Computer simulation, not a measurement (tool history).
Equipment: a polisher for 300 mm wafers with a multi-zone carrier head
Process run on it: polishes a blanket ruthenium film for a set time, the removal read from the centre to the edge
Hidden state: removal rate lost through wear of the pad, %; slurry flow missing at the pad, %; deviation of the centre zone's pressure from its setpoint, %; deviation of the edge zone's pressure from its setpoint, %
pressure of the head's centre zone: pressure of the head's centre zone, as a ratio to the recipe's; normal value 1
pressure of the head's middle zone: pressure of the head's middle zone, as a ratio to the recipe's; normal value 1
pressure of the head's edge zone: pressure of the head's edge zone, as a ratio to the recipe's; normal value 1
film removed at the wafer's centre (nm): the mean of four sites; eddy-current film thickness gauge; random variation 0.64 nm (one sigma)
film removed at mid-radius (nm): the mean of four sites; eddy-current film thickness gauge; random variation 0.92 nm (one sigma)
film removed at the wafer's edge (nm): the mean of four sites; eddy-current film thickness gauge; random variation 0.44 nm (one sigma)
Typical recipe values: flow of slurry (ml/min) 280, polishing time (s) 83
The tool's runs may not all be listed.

| run | day | flow of slurry (ml/min) | pressure of the head's centre zone | pressure of the head's middle zone | pressure of the head's edge zone | polishing time (s) | wafers since the last listed run | wafers polished on this pad | hours since the slurry nozzle was cleaned | hours since the centre zone pressure was calibrated | hours since the edge zone pressure was calibrated | hours since the carrier head's membrane was replaced | incoming thickness of the incoming film, nm | film removed at the wafer's centre (nm) | film removed at mid-radius (nm) | film removed at the wafer's edge (nm) |
|---|---|---|---|---|---|---|---|---|---|---|---|---|---|---|---|---|
| 1 | 0 | 280 | 1 | 1 | 1.05 | 83 | 0 | 95 | 74.8 | 946.5 | 493.8 | 1131 | 417 | 64.1 | 63.9 | 65.1 |
| 2 | 1.612 | 280 | 1 | 1 | 1.05 | 83 | 250 | 345 | 113.5 | 985.2 | 532.5 | 1169.7 | 415.8 | 63.4 | 63.7 | 64.9 |
| 3 | 2.775 | 280 | 1 | 1 | 1.05 | 83 | 180 | 526 | 141.4 | 1013.1 | 560.4 | 1197.6 | 417.9 | 63 | 61.8 | 64.5 |
| 4 | 3.567 | 280 | 0.97 | 1 | 1 | 83 | 122 | 648 | 160.4 | 1032.1 | 579.4 | 1216.6 | 420.6 | 62.2 | 61.8 | 62.9 |
|  | 4.658 | edge zone pressure recalibrated |
| 5 | 4.725 | 280 | 0.97 | 1 | 1 | 83 | 166 | 815 | 188.2 | 1059.9 | 1.6 | 1244.4 | 420.3 | 61.3 | 62.3 | 62.9 |
|  | 5.538 | worn pad replaced by a new one |
| 6 | 6.2 | 280 | 1 | 1 | 1 | 83 | 203 | 102 | 223.6 | 1095.3 | 37 | 1279.8 | 417.4 | 62.3 | 62.9 | 63.2 |
| 7 | 7.479 | 280 | 1 | 1 | 1 | 83 | 198 | 301 | 254.3 | 1126 | 67.7 | 1310.5 | 428.8 | 63.2 | 63.9 | 61.4 |
| 8 | 8 | 280 | 1 | 1 | 1 | 83 | 80 | 382 | 266.8 | 1138.5 | 80.2 | 1323 | 421 | 62.2 | 63.8 | 62.1 |
| 9 | 8.604 | 280 | 1 | 1 | 1 | 83 | 93 | 476 | 281.3 | 1153 | 94.7 | 1337.5 | 418.8 | 61.8 | 62.1 | 62.4 |
|  | 8.838 | carrier head's membrane replaced by a new one |
| 10 | 9.338 | 280 | 1 | 1 | 1.08 | 63 | 81 | 557 | 298.9 | 1170.6 | 112.3 | 12 | 414.7 | 47.2 | 47.1 | 48.5 |
|  | 10.2 | worn pad replaced by a new one |
| 11 | 10.288 | 280 | 1 | 1.11 | 1.04 | 83 | 121 | 13 | 321.7 | 1193.4 | 135.1 | 34.8 | 422.8 | 61.6 | 67.2 | 63.5 |
|  | 13.042 | slurry nozzle cleaned |
| 12 | 13.296 | 280 | 0.96 | 0.96 | 1 | 63 | 460 | 474 | 6.1 | 1265.6 | 207.3 | 107 | 412.8 | 48 | 48.4 | 49.1 |
| 13 | 14.738 | 205 | 0.91 | 1.05 | 1 | 71 | 223 | 698 | 40.7 | 1300.2 | 241.9 | 141.6 | 417.7 | 48.5 | 54.8 | 52.4 |
|  | 15.346 | centre zone pressure recalibrated |
| 14 | 15.496 | 280 | 1 | 1 | 1.05 | 83 | 104 | 802 | 58.9 | 3.6 | 260.1 | 159.8 | 414.2 | 63.9 | 61.8 | 64.3 |
|  | 16.362 | worn pad replaced by a new one |
| 15 | 16.633 | 280 | 1 | 1 | 1 | 63 | 150 | 42 | 86.2 | 30.9 | 287.4 | 187.1 | 416.8 | 48.1 | 49 | 47.5 |
| 16 | 17.471 | 250 | 1.04 | 1.06 | 0.9 | 83 | 130 | 172 | 106.3 | 51 | 307.5 | 207.2 | 417.3 | 63.9 | 65 | 59.6 |
| 17 | 18.067 | 190 | 1.11 | 1 | 1.09 | 105 | 92 | 264 | 120.6 | 65.3 | 321.8 | 221.5 | 417 | 82.5 | 74.3 | 78.5 |
| 18 | 18.733 | 280 | 1 | 1 | 1 | 83 | 103 | 368 | 136.6 | 81.3 | 337.8 | 237.5 | 425.7 | 62.8 | 61.5 | 63.3 |
| 19 | 20.346 | 280 | 1.03 | 1 | 1 | 75 | 250 | 618 | 175.3 | 120 | 376.5 | 276.2 | 423.7 | 58.7 | 58.7 | 56.9 |
| 20 | 21.246 | 280 | 1 | 1 | 0.88 | 83 | 139 | 758 | 196.9 | 141.6 | 398.1 | 297.8 | 415.9 | 63.4 | 64.3 | 59.7 |
|  | 21.617 | worn pad replaced by a new one |
| 21 | 22.529 | 280 | 1 | 1 | 1.05 | 83 | 173 | 141 | 227.7 | 172.4 | 428.9 | 328.6 | 416.9 | 63.5 | 63.5 | 64.2 |
| 22 | 23.458 | 280 | 1 | 1 | 1 | 83 | 144 | 285 | 250 | 194.7 | 451.2 | 350.9 | 417.9 | 62.6 | 61.7 | 62.4 |

List, for all runs, the conditions of the tool that the log does not record:
removal rate lost through wear of the pad, %: 0 in every run
deviation of the centre zone's pressure from its setpoint, %: 0 in every run
deviation of the edge zone's pressure from its setpoint, %: 0 in every run
H1: slurry flow missing at the pad, %
| run | H1 |
|---|---|
| 1 | 14.4 |
| 2 | 18.5 |
| 3 | 20.8 |
| 4 | 22.1 |
| 5 | 23.8 |
| 6 | 25.5 |
| 7 | 26.7 |
| 8 | 27.1 |
| 9 | 27.5 |
| 10 | 28 |
| 11 | 28.5 |
| 12 | 4.2 |
| 13 | 10.2 |
| 14 | 12.8 |
| 15 | 16.1 |
| 16 | 18.2 |
| 17 | 19.5 |
| 18 | 20.9 |
| 19 | 23.5 |
| 20 | 24.7 |
| 21 | 26.1 |
| 22 | 26.9 |
